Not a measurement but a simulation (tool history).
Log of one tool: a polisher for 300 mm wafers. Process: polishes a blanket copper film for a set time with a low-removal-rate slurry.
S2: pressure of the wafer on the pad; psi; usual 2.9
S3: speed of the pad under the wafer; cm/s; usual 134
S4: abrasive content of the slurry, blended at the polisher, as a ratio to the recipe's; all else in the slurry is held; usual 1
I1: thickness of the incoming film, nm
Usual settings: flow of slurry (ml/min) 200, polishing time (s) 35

Run 1, hour 0: usual settings; I1 1127. Result: film removed (nm) 124.6.
Run 2, hour 88.7: usual settings; I1 1135.3. Result: film removed (nm) 126.7.
Run 3, hour 155.1: usual settings; I1 1115.3. Result: film removed (nm) 127.4.
At hour 170: worn pad replaced by a new one.
Run 4, hour 234.5: usual settings; I1 1122.9. Result: film removed (nm) 125.1.
At hour 264: slurry blender recalibrated.
Run 5, hour 286.5: usual settings but S4 1.15; I1 1136.6. Result: film removed (nm) 131.4.
At hour 301.4: slurry nozzle cleaned.
Run 6, hour 338.7: usual settings but S4 1.15; I1 1126.3. Result: film removed (nm) 136.6.
Run 7, hour 383.6: usual settings but S4 1.15; I1 1122.6. Result: film removed (nm) 136.4.
Run 8, hour 425.8: usual settings but flow of slurry (ml/min) 180, S4 1.15; I1 1113.7. Result: film removed (nm) 137.5.
Run 9, hour 476: usual settings but S2 2.7 psi, S4 1.1; I1 1120.8. Result: film removed (nm) 128.7.
At hour 491.4: worn pad replaced by a new one.
Run 10, hour 518.7: usual settings; I1 1130. Result: film removed (nm) 133.
Run 11, hour 580: usual settings; I1 1117.5. Result: film removed (nm) 134.1.
Run 12, hour 624.2: usual settings; I1 1112.6. Result: film removed (nm) 132.3.
At hour 628.8: slurry blender recalibrated.
Run 13, hour 712.7: usual settings but S2 3.3 psi, S3 114 cm/s; I1 1126.8. Result: film removed (nm) 128.2.
At hour 742: head pressure recalibrated.
Run 14, hour 750.7: usual settings but flow of slurry (ml/min) 175, S3 154 cm/s, S4 1.1; I1 1142.9. Result: film removed (nm) 145.1.
Run 15, hour 822.8: usual settings but S2 3.4 psi, S3 178 cm/s, S4 0.8; I1 1124.7. Result: film removed (nm) 174.9.
At hour 845.3: worn pad replaced by a new one.
Run 16, hour 912.1: usual settings; I1 1135.9. Result: film removed (nm) 122.3.
Run 17, hour 950.6: usual settings; I1 1102.7. Result: film removed (nm) 118.8.
At hour 964.3: slurry nozzle cleaned.
At hour 982.4: slurry blender recalibrated.
Run 18, hour 1056.8: usual settings but S3 178 cm/s; I1 1117.1. Result: film removed (nm) 169.8.
Run 19, hour 1128.7: usual settings but S2 2.4 psi, polishing time (s) 26; I1 1111.6. Result: film removed (nm) 78.3.
At hour 1187.6: worn pad replaced by a new one.
Run 20, hour 1188: usual settings but polishing time (s) 46; I1 1128.7. Result: film removed (nm) 170.5.
Run 21, hour 1294.3: usual settings but S3 106 cm/s, S4 0.75, polishing time (s) 25; I1 1133. Result: film removed (nm) 64.9.
At hour 1296.7: slurry blender recalibrated.
Run 22, hour 1371.3: usual settings but S4 1.15; I1 1120.9. Result: film removed (nm) 132.7.
Run 23, hour 1439.2: usual settings but S4 0.8, polishing time (s) 41; I1 1104.3. Result: film removed (nm) 140.6.
At hour 1473.4: worn pad replaced by a new one.
Run 24, hour 1497.6: usual settings; I1 1097.5. Result: film removed (nm) 127.
Run 25, hour 1541: usual settings but S3 160 cm/s; I1 1115.2. Result: film removed (nm) 150.
Run 26, hour 1621.3: usual settings; I1 1122.3. Result: film removed (nm) 129.9.

5 ways to go on from here, each from the tool as it stands after run 26. What would each give?
Run A, hour 1621.7: usual settings; I1 1112.2. Result: film removed (nm) ?.
Run B, hour 1621.7: usual settings but S3 94 cm/s; I1 1112.2. Result: film removed (nm) ?.
Run C, hour 1621.7: usual settings but S2 2 psi, polishing time (s) 45; I1 1112.2. Result: film removed (nm) ?.
Run D, hour 1621.7: usual settings but flow of slurry (ml/min) 135, S2 2.1 psi, S3 150 cm/s, S4 1.3; I1 1112.2. Result: film removed (nm) ?.
Run E, hour 1621.7: usual settings but S2 2.6 psi, S4 1.3; I1 1112.2. Result: film removed (nm) ?.

run  film removed (nm)
  A              126.5
  B               88.7
  C              112.2
  D                105
  E              121.8
Without the tool's hidden state the same runs would have given:
run  film removed (nm)
  A              123.4
  B               86.5
  C              109.4
  D              103.5
  E              118.8
